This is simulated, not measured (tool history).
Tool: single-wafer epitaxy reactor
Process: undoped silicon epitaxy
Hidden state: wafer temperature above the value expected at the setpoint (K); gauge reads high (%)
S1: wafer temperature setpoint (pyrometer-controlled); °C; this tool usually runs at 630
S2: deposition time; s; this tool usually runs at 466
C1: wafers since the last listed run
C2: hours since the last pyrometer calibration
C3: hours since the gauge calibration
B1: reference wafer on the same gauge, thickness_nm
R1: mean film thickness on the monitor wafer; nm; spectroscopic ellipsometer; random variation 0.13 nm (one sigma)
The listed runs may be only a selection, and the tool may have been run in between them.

| run | hour | S1 | S2 | C1 | C2 | C3 | B1 | R1 |
|---|---|---|---|---|---|---|---|---|
| 1 | 0.0 | 630 | 466 | 0 | 1624.9 | 414.2 | 50.489 | 53.638 |
| 2 | 14.9 | 622 | 502 | 72 | 1639.8 | 429.1 | 50.494 | 46.880 |
| 3 | 21.0 | 622 | 502 | 29 | 1645.9 | 435.2 | 50.526 | 46.819 |
| 4 | 50.2 | 630 | 407 | 141 | 1675.1 | 464.4 | 50.552 | 46.931 |
| 5 | 71.1 | 630 | 407 | 101 | 1696.0 | 485.3 | 50.474 | 46.916 |
| 6 | 87.8 | 630 | 407 | 80 | 1712.7 | 502.0 | 50.483 | 47.011 |
| 7 | 103.8 | 630 | 466 | 77 | 1728.7 | 518.0 | 50.482 | 53.793 |
| 8 | 112.8 | 630 | 466 | 43 | 1737.7 | 527.0 | 50.457 | 53.900 |
| 9 | 129.3 | 630 | 466 | 79 | 1754.2 | 543.5 | 50.498 | 54.010 |
| 10 | 139.2 | 630 | 466 | 47 | 1764.1 | 553.4 | 50.463 | 54.079 |
| 11 | 151.8 | 640 | 466 | 61 | 1776.7 | 566.0 | 50.505 | 69.519 |
| 12 | 166.2 | 640 | 466 | 69 | 1791.1 | 580.4 | 50.461 | 69.837 |
| 13 | 183.3 | 620 | 442 | 82 | 1808.2 | 597.5 | 50.549 | 39.594 |
| 14 | 191.5 | 620 | 442 | 39 | 1816.4 | 605.7 | 50.531 | 39.495 |
| 15 | 205.1 | 639 | 495 | 65 | 1830.0 | 619.3 | 50.488 | 72.529 |
| 16 | 213.8 | 630 | 522 | 42 | 1838.7 | 628.0 | 50.522 | 60.928 |
| 17 | 227.6 | 630 | 522 | 66 | 1852.5 | 641.8 | 50.452 | 60.590 |
|  | 228.7 | gauge calibrated |
| 18 | 236.6 | 630 | 522 | 43 | 1861.5 | 7.9 | 50.487 | 61.027 |
| 19 | 252.5 | 630 | 466 | 77 | 1877.4 | 23.8 | 50.519 | 54.379 |
| 20 | 268.0 | 630 | 466 | 75 | 1892.9 | 39.3 | 50.471 | 54.303 |
| 21 | 282.0 | 630 | 466 | 67 | 1906.9 | 53.3 | 50.469 | 54.716 |
| 22 | 288.7 | 637 | 511 | 32 | 1913.6 | 60.0 | 50.458 | 71.698 |
|  | 300.2 | pyrometer calibrated |
| 23 | 301.0 | 624 | 499 | 20 | 0.8 | 72.3 | 50.473 | 46.768 |
| 24 | 316.5 | 641 | 466 | 75 | 16.3 | 87.8 | 50.497 | 67.631 |
| 25 | 330.2 | 630 | 466 | 66 | 30.0 | 101.5 | 50.492 | 51.023 |
| 26 | 339.0 | 630 | 508 | 42 | 38.8 | 110.3 | 50.513 | 55.553 |
| 27 | 362.2 | 630 | 466 | 112 | 62.0 | 133.5 | 50.463 | 51.092 |
| 28 | 371.8 | 616 | 434 | 46 | 71.6 | 143.1 | 50.435 | 32.728 |
| 29 | 378.8 | 630 | 512 | 33 | 78.6 | 150.1 | 50.463 | 56.501 |
| 30 | 389.7 | 641 | 409 | 52 | 89.5 | 161.0 | 50.510 | 59.482 |
| 31 | 397.8 | 637 | 384 | 39 | 97.6 | 169.1 | 50.488 | 50.500 |
| 32 | 411.0 | 616 | 428 | 63 | 110.8 | 182.3 | 50.541 | 32.504 |
| 33 | 427.1 | 618 | 416 | 78 | 126.9 | 198.4 | 50.470 | 33.454 |
| 34 | 435.8 | 630 | 466 | 42 | 135.6 | 207.1 | 50.473 | 50.982 |
| 35 | 447.4 | 638 | 506 | 56 | 147.2 | 218.7 | 50.504 | 68.117 |
| 36 | 454.7 | 630 | 552 | 35 | 154.5 | 226.0 | 50.504 | 60.647 |
| 37 | 467.6 | 621 | 375 | 62 | 167.4 | 238.9 | 50.496 | 32.277 |
| 38 | 484.0 | 622 | 442 | 79 | 183.8 | 255.3 | 50.524 | 39.287 |
| 39 | 495.1 | 630 | 466 | 53 | 194.9 | 266.4 | 50.553 | 51.191 |
| 40 | 511.3 | 634 | 466 | 78 | 211.1 | 282.6 | 50.490 | 56.844 |
| 41 | 518.5 | 643 | 491 | 34 | 218.3 | 289.8 | 50.525 | 74.930 |
| 42 | 526.2 | 635 | 516 | 37 | 226.0 | 297.5 | 50.557 | 64.334 |

For some of the steps in R1 from one run to the next: how much would appear even if the tool had no hidden state, given the settings, what came in and random variation, and how much remains for the hidden state plus any gauge scatter that the measured result and the result without hidden state don't share?
Run 12 -> 13: S1 640 -> 620, S2 466 -> 442. R1 -30.243 nm: hidden state -1.420, all else -28.823.
Run 14 -> 15: S1 620 -> 639, S2 442 -> 495. R1 +33.034 nm: hidden state +1.708, all else +31.326.
Run 22 -> 23: S1 637 -> 624, S2 511 -> 499, pyrometer calibrated. R1 -24.930 nm: hidden state -4.258, all else -20.672.
Run 36 -> 37: S1 630 -> 621, S2 552 -> 375. R1 -28.370 nm: hidden state +0.016, all else -28.386.
